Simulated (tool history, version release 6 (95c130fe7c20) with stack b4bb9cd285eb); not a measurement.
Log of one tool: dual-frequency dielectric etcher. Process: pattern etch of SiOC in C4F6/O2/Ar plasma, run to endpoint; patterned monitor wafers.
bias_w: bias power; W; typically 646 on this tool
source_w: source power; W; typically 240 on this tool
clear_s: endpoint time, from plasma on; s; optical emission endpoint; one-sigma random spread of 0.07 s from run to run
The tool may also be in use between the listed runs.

run   hour  bias_w  source_w  incoming incoming film thickness, nm  clear_s
  1      0     646       240                                 30.14       12
  2   21.3     646       240                                 30.24     11.8
  3   46.1     646       240                                 29.81     11.7
  4   58.9     646       240                                 30.03     11.7
  5   91.6     646       240                                 29.97     11.7
  6    115     532       240                                 29.93       13
  7  139.3     646       240                                 30.04     11.6
  8  173.4     646       240                                 30.05     11.6
  9  206.7     801       280                                 29.84      9.7
 10  241.2     545       240                                 30.07     13.4
 11  274.5     558       270                                 30.08     12.7
 12  289.3     646       240                                 30.09     12.3
 13  315.1     567       270                                 30.22     12.7
 14  350.2     646       240                                 30.02     12.2

Not shown here: 4 entries made in the log between runs. Locate each between two listed runs and compare the hidden state at the listed run before it with the hidden state at the listed run after it:
Runs 7 to 8: bias power generator calibrated (hour 165.7)
  etch rate over this chamber's usual, %: 4.81 -> 5.1
  the result without the hidden state subtracted from the measured one, clear_s: -0.6 -> -0.6 s
Runs 9 to 10: source power generator calibrated (hour 222.5); wet clean of the chamber (hour 232.7)
  etch rate over this chamber's usual, %: 5.37 -> -0.258
  the result without the hidden state subtracted from the measured one, clear_s: -0.5 -> +0 s
Runs 10 to 11: upper electrode replaced (hour 274)
  etch rate over this chamber's usual, %: -0.258 -> 0.021
  the result without the hidden state subtracted from the measured one, clear_s: +0 -> +0 s

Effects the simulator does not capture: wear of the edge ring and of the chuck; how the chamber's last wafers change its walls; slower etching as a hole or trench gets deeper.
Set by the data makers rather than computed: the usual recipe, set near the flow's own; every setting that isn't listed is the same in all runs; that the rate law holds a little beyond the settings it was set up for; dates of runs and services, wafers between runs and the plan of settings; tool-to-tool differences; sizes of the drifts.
